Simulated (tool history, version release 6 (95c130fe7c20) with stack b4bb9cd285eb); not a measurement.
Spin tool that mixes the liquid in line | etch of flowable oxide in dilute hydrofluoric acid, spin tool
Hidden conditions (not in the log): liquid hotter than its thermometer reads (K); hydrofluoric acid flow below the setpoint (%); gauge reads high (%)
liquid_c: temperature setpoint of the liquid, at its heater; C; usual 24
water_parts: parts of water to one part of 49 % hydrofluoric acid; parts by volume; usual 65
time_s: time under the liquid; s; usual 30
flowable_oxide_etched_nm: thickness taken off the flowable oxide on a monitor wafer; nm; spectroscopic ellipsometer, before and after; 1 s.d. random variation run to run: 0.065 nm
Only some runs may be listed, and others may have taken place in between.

run     day  liquid_c  water_parts  time_s  wafers since the last listed run  hours since the thermometer was replaced  hours since the hydrofluoric acid flow meter was replaced  hours since the gauge calibration  read-back film thickness of the flowable oxide reference wafer, read on the same gauge (nm)  flowable_oxide_etched_nm
  1       0        24           40      30                                 0                                    1563.7                                                     1340.6                              104.8                                                                                       109.98                      28.9
  2     0.5        24           85      30                               201                                    1575.7                                                     1352.6                              116.8                                                                                       109.99                      12.7
  3   0.817        24           65      30                               127                                    1583.3                                                     1360.2                              124.4                                                                                       110.02                     17.13
  4   1.217      21.5           65      30                               161                                    1592.9                                                     1369.8                                134                                                                                          110                     15.45
  5   1.858        25           65      30                               258                                    1608.3                                                     1385.2                              149.4                                                                                       109.99                     17.85
  6   2.454        25           65      30                               240                                    1622.6                                                     1399.5                              163.7                                                                                       109.99                     17.82
  7   3.004        24           65      30                               221                                    1635.8                                                     1412.7                              176.9                                                                                          110                     17.15
  8   3.379        24           65      30                               151                                    1644.8                                                     1421.7                              185.9                                                                                       109.99                     17.25
  9   3.967        24           65      30                               237                                    1658.9                                                     1435.8                                200                                                                                       109.99                      17.2
       4.25  -- thermometer replaced
 10    4.65      22.5           65      30                               258                                       9.6                                                     1452.2                              216.4                                                                                       109.98                     14.57
 11   4.983        24           65      30                               134                                      17.6                                                     1460.2                              224.4                                                                                       110.01                     15.55
 12   5.258        21           50      15                               110                                      24.2                                                     1466.8                                231                                                                                       110.01                      9.18
 13   5.738        24           65      30                               193                                      35.7                                                     1478.3                              242.5                                                                                       110.01                     15.56
       6.25  -- hydrofluoric acid flow meter replaced
 14   6.354        29           65      15                               231                                      50.5                                                        2.5                              257.3                                                                                          110                      9.45
 15   6.729        29           50      25                               151                                      59.5                                                       11.5                              266.3                                                                                          110                     20.96
      6.962  -- gauge calibrated
 16   7.962      19.5           50      40                               497                                      89.1                                                       41.1                                 24                                                                                          110                     22.82
 17   8.617      20.5           65      30                               263                                     104.8                                                       56.8                               39.7                                                                                       109.99                     13.47
 18   8.933      27.5           85      45                               127                                     112.4                                                       64.4                               47.3                                                                                       109.99                      20.2
 19   9.621        24           90      30                               277                                     128.9                                                       80.9                               63.8                                                                                          110                     10.94
 20     9.9        28           80      30                               112                                     135.6                                                       87.6                               70.5                                                                                       109.99                     14.53
 21  10.162        24           65      30                               105                                     141.9                                                       93.9                               76.8                                                                                          110                     15.66
 22  10.754        27           90      20                               238                                     156.1                                                      108.1                                 91                                                                                          110                      8.21

Alternative continuations, all from the tool just after run 22; predict every row:
  A  10.771      27.5           65      30                                 6                                     156.5                                                      108.5                               91.4                                                                                            ?                         ?
  B  10.771        27           65      30                                 6                                     156.5                                                      108.5                               91.4                                                                                            ?                         ?
  C  10.771      22.5           75      45                                 6                                     156.5                                                      108.5                               91.4                                                                                            ?                         ?

run  read-back film thickness of the flowable oxide reference wafer, read on the same gauge (nm)  flowable_oxide_etched_nm
  A                                                                                       110.01                      18.1
  B                                                                                       110.01                     17.75
  C                                                                                       110.01                     19.01
With the hidden condition removed and each run's random variation left untouched, the same runs would have given:
run  flowable_oxide_etched_nm
  A                      17.7
  B                     17.35
  C                     18.58
